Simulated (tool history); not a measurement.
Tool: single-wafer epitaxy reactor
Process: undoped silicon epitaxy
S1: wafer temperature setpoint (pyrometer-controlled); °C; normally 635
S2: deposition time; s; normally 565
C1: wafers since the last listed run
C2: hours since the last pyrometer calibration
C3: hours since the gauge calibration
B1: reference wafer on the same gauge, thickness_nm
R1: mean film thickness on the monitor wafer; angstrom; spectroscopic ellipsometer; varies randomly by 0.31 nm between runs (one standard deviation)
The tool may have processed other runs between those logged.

run     day   S1   S2   C1      C2      C3      B1      R1
  1       0  635  565    0  1362.8   528.3  76.047  734.89
  2   1.762  635  630   94  1405.1   570.6   76.14   817.8
  3   3.438  635  630   89  1445.3   610.8  76.119  823.74
  4   4.617  627  598   63  1473.6   639.1  76.242  654.03
  5   7.392  635  565  148  1540.2   705.7  76.056  737.51
  6  12.204  635  565  257  1655.7   821.2  76.128  736.39
  7  14.842  635  565  141    1719   884.5  75.963  736.88
  8  16.167  635  565   71  1750.8   916.3  76.194     736
  9  18.217  635  565  109    1800   965.5  76.114  739.65
     18.788  -- pyrometer calibrated
 10  20.579  640  501  108      43  1022.2  76.018  723.46
 11  22.762  645  565  117    95.4  1074.6  76.053  914.18
     24.588  -- gauge calibrated
 12  25.396  635  565  141   158.6    19.4  76.224  731.59
 13  28.358  630  565  158   229.7    90.5  76.143  657.69
 14  30.708  635  565  125   286.1   146.9  76.181  734.41
 15  32.438  641  529   92   327.6   188.4  76.062   787.1
 16  33.654  635  565   65   356.8   217.6  76.226  737.48
 17  35.075  635  474   76   390.9   251.7  76.136  616.34
 18   36.95  648  532  100   435.9   296.7  76.149  925.61
 19  39.621  635  666  143     500   360.8  75.916  870.28
 20  41.325  641  647   91   540.9   401.7  76.015  960.79
 21  42.762  635  529   77   575.4   436.2  76.111  686.44
 22  45.054  646  519  122   630.4   491.2  76.067  865.55
 23  47.696  635  658  141   693.8   554.6  76.033   859.1
 24  49.054  635  565   72   726.4   587.2  76.083  738.29
 25  51.275  641  655  119   779.7   640.5  76.065  971.28
 26  52.938  643  534   89   819.6   680.4  76.121  829.14
 27  55.092  635  565  115   871.3   732.1  76.081  738.05

What if the next run were any one of these 4? Each begins from the tool's condition after run 27:
  A  55.117  635  565   1  871.9  732.7   ?   ?
  B  55.117  622  597   1  871.9  732.7   ?   ?
  C  55.117  635  488   1  871.9  732.7   ?   ?
  D  55.117  635  465   1  871.9  732.7   ?   ?

run      B1      R1
  A  76.214  736.15
  B  76.214  582.53
  C  76.214  635.82
  D  76.214  605.86
With the hidden condition removed and each run's random variation left untouched, the same runs would have given:
run      R1
  A  736.15
  B  582.53
  C  635.82
  D  605.86
